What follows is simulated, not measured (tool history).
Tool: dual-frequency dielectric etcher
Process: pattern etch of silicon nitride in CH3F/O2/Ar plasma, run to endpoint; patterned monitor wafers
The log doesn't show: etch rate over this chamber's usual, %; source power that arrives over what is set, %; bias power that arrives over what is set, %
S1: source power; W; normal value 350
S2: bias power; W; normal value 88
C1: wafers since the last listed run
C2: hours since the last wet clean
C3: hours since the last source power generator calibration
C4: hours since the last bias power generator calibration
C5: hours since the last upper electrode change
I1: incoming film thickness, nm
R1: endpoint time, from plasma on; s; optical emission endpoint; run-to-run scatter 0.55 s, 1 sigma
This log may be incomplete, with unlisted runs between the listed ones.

run 1 day=0.000 | S1=350 S2=88 | C1=0 C2=327.5 C3=3415.0 C4=3343.5 C5=4580.8 | I1=48.98 | R1=71.9
run 2 day=0.667 | S1=350 S2=88 | C1=159 C2=343.5 C3=3431.0 C4=3359.5 C5=4596.8 | I1=49.01 | R1=72.9
run 3 day=0.946 | S1=350 S2=88 | C1=66 C2=350.2 C3=3437.7 C4=3366.2 C5=4603.5 | I1=49.26 | R1=73.3
run 4 day=1.312 | S1=350 S2=88 | C1=87 C2=359.0 C3=3446.5 C4=3375.0 C5=4612.3 | I1=49.03 | R1=72.4
run 5 day=2.792 | S1=350 S2=88 | C1=354 C2=394.5 C3=3482.0 C4=3410.5 C5=4647.8 | I1=48.94 | R1=73.2
run 6 day=3.500 | S1=350 S2=88 | C1=169 C2=411.5 C3=3499.0 C4=3427.5 C5=4664.8 | I1=49.40 | R1=73.9
run 7 day=4.162 | S1=350 S2=88 | C1=158 C2=427.4 C3=3514.9 C4=3443.4 C5=4680.7 | I1=49.35 | R1=74.0
run 8 day=4.842 | S1=350 S2=88 | C1=162 C2=443.7 C3=3531.2 C4=3459.7 C5=4697.0 | I1=49.73 | R1=73.8
run 9 day=5.233 | S1=410 S2=88 | C1=93 C2=453.1 C3=3540.6 C4=3469.1 C5=4706.4 | I1=48.73 | R1=67.8
run 10 day=5.654 | S1=410 S2=88 | C1=100 C2=463.2 C3=3550.7 C4=3479.2 C5=4716.5 | I1=48.46 | R1=67.6
run 11 day=6.317 | S1=410 S2=88 | C1=158 C2=479.1 C3=3566.6 C4=3495.1 C5=4732.4 | I1=49.01 | R1=68.2
run 12 day=6.871 | S1=380 S2=75 | C1=132 C2=492.4 C3=3579.9 C4=3508.4 C5=4745.7 | I1=49.00 | R1=77.1
run 13 day=7.308 | S1=350 S2=103 | C1=104 C2=502.9 C3=3590.4 C4=3518.9 C5=4756.2 | I1=49.50 | R1=68.8
run 14 day=7.875 | S1=420 S2=101 | C1=135 C2=516.5 C3=3604.0 C4=3532.5 C5=4769.8 | I1=49.62 | R1=64.2
run 15 day=8.546 | S1=290 S2=88 | C1=160 C2=532.6 C3=3620.1 C4=3548.6 C5=4785.9 | I1=49.10 | R1=80.1
run 16 day=8.933 | S1=280 S2=107 | C1=92 C2=541.9 C3=3629.4 C4=3557.9 C5=4795.2 | I1=49.36 | R1=74.7
-- day=10.062 bias power generator calibrated
-- day=10.217 upper electrode replaced
run 17 day=10.792 | S1=350 S2=88 | C1=368 C2=586.5 C3=3674.0 C4=17.5 C5=13.8 | I1=49.27 | R1=74.7
run 18 day=11.088 | S1=280 S2=88 | C1=70 C2=593.6 C3=3681.1 C4=24.6 C5=20.9 | I1=49.56 | R1=83.8
run 19 day=11.696 | S1=350 S2=88 | C1=145 C2=608.2 C3=3695.7 C4=39.2 C5=35.5 | I1=49.70 | R1=75.1
run 20 day=12.258 | S1=270 S2=107 | C1=134 C2=621.7 C3=3709.2 C4=52.7 C5=49.0 | I1=49.36 | R1=76.2
-- day=13.292 source power generator calibrated
-- day=13.404 wet clean of the chamber
run 21 day=13.425 | S1=390 S2=95 | C1=212 C2=0.5 C3=3.2 C4=80.7 C5=77.0 | I1=49.08 | R1=64.4
run 22 day=13.729 | S1=350 S2=88 | C1=72 C2=7.8 C3=10.5 C4=88.0 C5=84.3 | I1=49.36 | R1=70.8
run 23 day=14.388 | S1=410 S2=77 | C1=157 C2=23.6 C3=26.3 C4=103.8 C5=100.1 | I1=49.08 | R1=70.8
run 24 day=15.117 | S1=270 S2=74 | C1=174 C2=41.1 C3=43.8 C4=121.3 C5=117.6 | I1=49.21 | R1=87.8
run 25 day=15.475 | S1=350 S2=73 | C1=85 C2=49.7 C3=52.4 C4=129.9 C5=126.2 | I1=49.08 | R1=78.2
run 26 day=17.329 | S1=410 S2=73 | C1=443 C2=94.2 C3=96.9 C4=174.4 C5=170.7 | I1=49.23 | R1=74.4

Selected run-to-run steps in R1, each split into two signed amounts: the part the tool would show with no hidden state at all (from settings, incoming material and random variation), and the remainder, which goes to the hidden state together with any gauge scatter not common to the measured and the hidden-state-free results:
Run 14 -> 15: S1 420 -> 290, S2 101 -> 88. R1 +15.9 s: hidden state +0.8, all else +15.1.
Run 20 -> 21: S1 270 -> 390, S2 107 -> 95, source power generator calibrated, wet clean of the chamber. R1 -11.8 s: hidden state -3.5, all else -8.3.
Run 23 -> 24: S1 410 -> 270, S2 77 -> 74. R1 +17.0 s: hidden state +0.4, all else +16.6.

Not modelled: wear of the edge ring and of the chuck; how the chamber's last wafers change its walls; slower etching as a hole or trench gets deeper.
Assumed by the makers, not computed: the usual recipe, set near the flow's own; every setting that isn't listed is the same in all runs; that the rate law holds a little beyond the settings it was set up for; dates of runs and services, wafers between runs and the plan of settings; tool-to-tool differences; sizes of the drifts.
